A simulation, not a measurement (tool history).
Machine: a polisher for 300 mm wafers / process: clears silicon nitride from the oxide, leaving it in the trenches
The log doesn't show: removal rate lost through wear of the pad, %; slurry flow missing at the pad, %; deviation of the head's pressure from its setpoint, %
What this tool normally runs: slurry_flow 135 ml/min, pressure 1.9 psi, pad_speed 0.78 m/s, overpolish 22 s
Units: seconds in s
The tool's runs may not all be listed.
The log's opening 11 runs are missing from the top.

| run | hour | slurry_flow | pressure | pad_speed | overpolish | wafers since the last listed run | wafers polished on this pad | hours since the slurry nozzle was cleaned | hours since the head pressure was calibrated | incoming thickness of the incoming film, nm | seconds |
|---|---|---|---|---|---|---|---|---|---|---|---|
| 12 | 148.6 | 135 | 1.9 | 0.78 | 22 | 106 | 1229 | 113.6 | 910 | 74.8 | 185.8 |
| 13 | 164.7 | 135 | 1.9 | 0.78 | 22 | 128 | 1357 | 129.7 | 926.1 | 76.5 | 194.9 |
|  | 169.1 | worn pad replaced by a new one |
| 14 | 181 | 135 | 1.9 | 0.78 | 22 | 98 | 94 | 146 | 942.4 | 75.9 | 165.1 |
| 15 | 191.3 | 135 | 1.9 | 0.78 | 22 | 82 | 176 | 156.3 | 952.7 | 76.3 | 178.6 |
| 16 | 198.7 | 135 | 1.9 | 0.78 | 22 | 59 | 235 | 163.7 | 960.1 | 75.9 | 177.8 |
| 17 | 206.1 | 135 | 1.9 | 0.78 | 22 | 59 | 294 | 171.1 | 967.5 | 75 | 165.2 |
| 18 | 217.6 | 100 | 1.6 | 0.78 | 22 | 91 | 386 | 182.6 | 979 | 74.2 | 207.1 |
| 19 | 228.8 | 165 | 2.1 | 0.78 | 13 | 89 | 475 | 193.8 | 990.2 | 75.9 | 156.9 |
| 20 | 241.4 | 135 | 1.9 | 0.78 | 17 | 100 | 576 | 206.4 | 1002.8 | 75.8 | 174.8 |
| 21 | 254.7 | 135 | 1.9 | 0.92 | 22 | 106 | 682 | 219.7 | 1016.1 | 76.3 | 151.5 |
| 22 | 264 | 135 | 2.5 | 0.62 | 22 | 74 | 756 | 229 | 1025.4 | 74.7 | 183.3 |
|  | 275.7 | slurry nozzle cleaned |
| 23 | 278.2 | 135 | 1.9 | 0.78 | 22 | 105 | 861 | 2.5 | 1039.6 | 74.7 | 174.5 |
| 24 | 293.2 | 135 | 1.9 | 0.78 | 22 | 119 | 981 | 17.5 | 1054.6 | 75 | 185.2 |

Run 25 is up next; what results do you expect?
| 25 | 307.6 | 135 | 1.9 | 0.78 | 29 | 114 | 1096 | 31.9 | 1069 | 75.5 | ? |

seconds: 185.6 s
The same run, on a tool lacking any hidden state, would have yielded seconds 169.5 s.
